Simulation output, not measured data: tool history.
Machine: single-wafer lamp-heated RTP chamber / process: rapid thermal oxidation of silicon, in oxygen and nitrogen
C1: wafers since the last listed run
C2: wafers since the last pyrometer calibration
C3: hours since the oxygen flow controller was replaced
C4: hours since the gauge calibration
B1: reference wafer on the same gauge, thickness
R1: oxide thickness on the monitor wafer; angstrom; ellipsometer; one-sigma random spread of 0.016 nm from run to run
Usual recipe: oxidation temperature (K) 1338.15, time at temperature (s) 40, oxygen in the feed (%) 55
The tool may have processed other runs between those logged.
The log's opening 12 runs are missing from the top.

At hour 112.8: gauge calibrated.
Run 13, hour 125.7: usual settings but oxidation temperature (K) 1349.15; C1 135; C2 4712; C3 5175.2; C4 12.9; B1 7.170. Result: R1 70.99 angstrom.
Run 14, hour 132.1: usual settings but oxygen in the feed (%) 67; C1 54; C2 4767; C3 5181.6; C4 19.3; B1 7.172. Result: R1 70.82 angstrom.
Run 15, hour 140.6: usual settings but oxygen in the feed (%) 67; C1 72; C2 4839; C3 5190.1; C4 27.8; B1 7.170. Result: R1 70.63 angstrom.
Run 16, hour 149.4: usual settings but oxidation temperature (K) 1325.15; C1 75; C2 4914; C3 5198.9; C4 36.6; B1 7.170. Result: R1 60.95 angstrom.
Run 17, hour 164.3: usual settings but oxidation temperature (K) 1359.15, time at temperature (s) 33, oxygen in the feed (%) 42; C1 127; C2 5041; C3 5213.8; C4 51.5; B1 7.170. Result: R1 63.26 angstrom.
Run 18, hour 177.8: usual settings but oxidation temperature (K) 1312.15, time at temperature (s) 60; C1 115; C2 5156; C3 5227.3; C4 65.0; B1 7.173. Result: R1 66.23 angstrom.
Run 19, hour 184.6: usual settings; C1 58; C2 5215; C3 5234.1; C4 71.8; B1 7.168. Result: R1 66.02 angstrom.
Run 20, hour 196.1: usual settings but time at temperature (s) 29, oxygen in the feed (%) 68; C1 98; C2 5313; C3 5245.6; C4 83.3; B1 7.167. Result: R1 62.10 angstrom.
At hour 208.3: pyrometer window cleaned and pyrometer calibrated.
Run 21, hour 208.8: usual settings but oxidation temperature (K) 1318.15, time at temperature (s) 35, oxygen in the feed (%) 84; C1 40; C2 3; C3 5258.3; C4 96.0; B1 7.169. Result: R1 63.24 angstrom.
Run 22, hour 221.7: usual settings but oxidation temperature (K) 1364.15, time at temperature (s) 59, oxygen in the feed (%) 75; C1 110; C2 114; C3 5271.2; C4 108.9; B1 7.172. Result: R1 103.68 angstrom.
Run 23, hour 228.0: usual settings but oxidation temperature (K) 1317.15, time at temperature (s) 22, oxygen in the feed (%) 72; C1 53; C2 167; C3 5277.5; C4 115.2; B1 7.167. Result: R1 49.04 angstrom.
Run 24, hour 234.5: usual settings but oxidation temperature (K) 1328.15, oxygen in the feed (%) 29; C1 55; C2 223; C3 5284.0; C4 121.7; B1 7.173. Result: R1 49.53 angstrom.
Run 25, hour 244.8: usual settings but oxidation temperature (K) 1317.15, time at temperature (s) 45, oxygen in the feed (%) 45; C1 87; C2 311; C3 5294.3; C4 132.0; B1 7.172. Result: R1 56.19 angstrom.
At hour 257.0: oxygen flow controller replaced.
Run 26, hour 257.5: usual settings but oxidation temperature (K) 1366.15, oxygen in the feed (%) 35; C1 40; C2 351; C3 0.5; C4 144.7; B1 7.172. Result: R1 67.73 angstrom.
Run 27, hour 268.0: usual settings; C1 89; C2 440; C3 11.0; C4 155.2; B1 7.168. Result: R1 66.27 angstrom.
Run 28, hour 280.5: usual settings but oxidation temperature (K) 1328.15, time at temperature (s) 46, oxygen in the feed (%) 79; C1 106; C2 547; C3 23.5; C4 167.7; B1 7.168. Result: R1 74.49 angstrom.
Run 29, hour 292.8: usual settings; C1 104; C2 652; C3 35.8; C4 180.0; B1 7.166. Result: R1 65.78 angstrom.
Run 30, hour 301.0: usual settings but oxidation temperature (K) 1361.15, time at temperature (s) 30, oxygen in the feed (%) 76; C1 69; C2 722; C3 44.0; C4 188.2; B1 7.171. Result: R1 75.83 angstrom.
Run 31, hour 308.8: usual settings but oxidation temperature (K) 1349.15; C1 66; C2 789; C3 51.8; C4 196.0; B1 7.171. Result: R1 71.03 angstrom.
At hour 313.3: gauge calibrated.
Run 32, hour 318.2: usual settings but oxidation temperature (K) 1311.15; C1 80; C2 869; C3 61.2; C4 4.9; B1 7.171. Result: R1 55.04 angstrom.
Run 33, hour 335.6: usual settings but oxidation temperature (K) 1365.15, time at temperature (s) 24; C1 148; C2 1017; C3 78.6; C4 22.3; B1 7.171. Result: R1 63.23 angstrom.

Forecast each of these 3 alternatives for the next run:
Run A, hour 336.1: usual settings; C1 4; C2 1022; C3 79.1; C4 22.8; B1 ?. Result: R1 ?.
Run B, hour 336.1: usual settings but oxygen in the feed (%) 35; C1 4; C2 1022; C3 79.1; C4 22.8; B1 ?. Result: R1 ?.
Run C, hour 336.1: usual settings but oxidation temperature (K) 1364.15; C1 4; C2 1022; C3 79.1; C4 22.8; B1 ?. Result: R1 ?.

run     B1     R1
  A  7.167  66.06
  B  7.167  56.46
  C  7.167  78.24
Had the tool no hidden state, the same runs would have come out as:
run     R1
  A  66.06
  B  56.46
  C  78.24

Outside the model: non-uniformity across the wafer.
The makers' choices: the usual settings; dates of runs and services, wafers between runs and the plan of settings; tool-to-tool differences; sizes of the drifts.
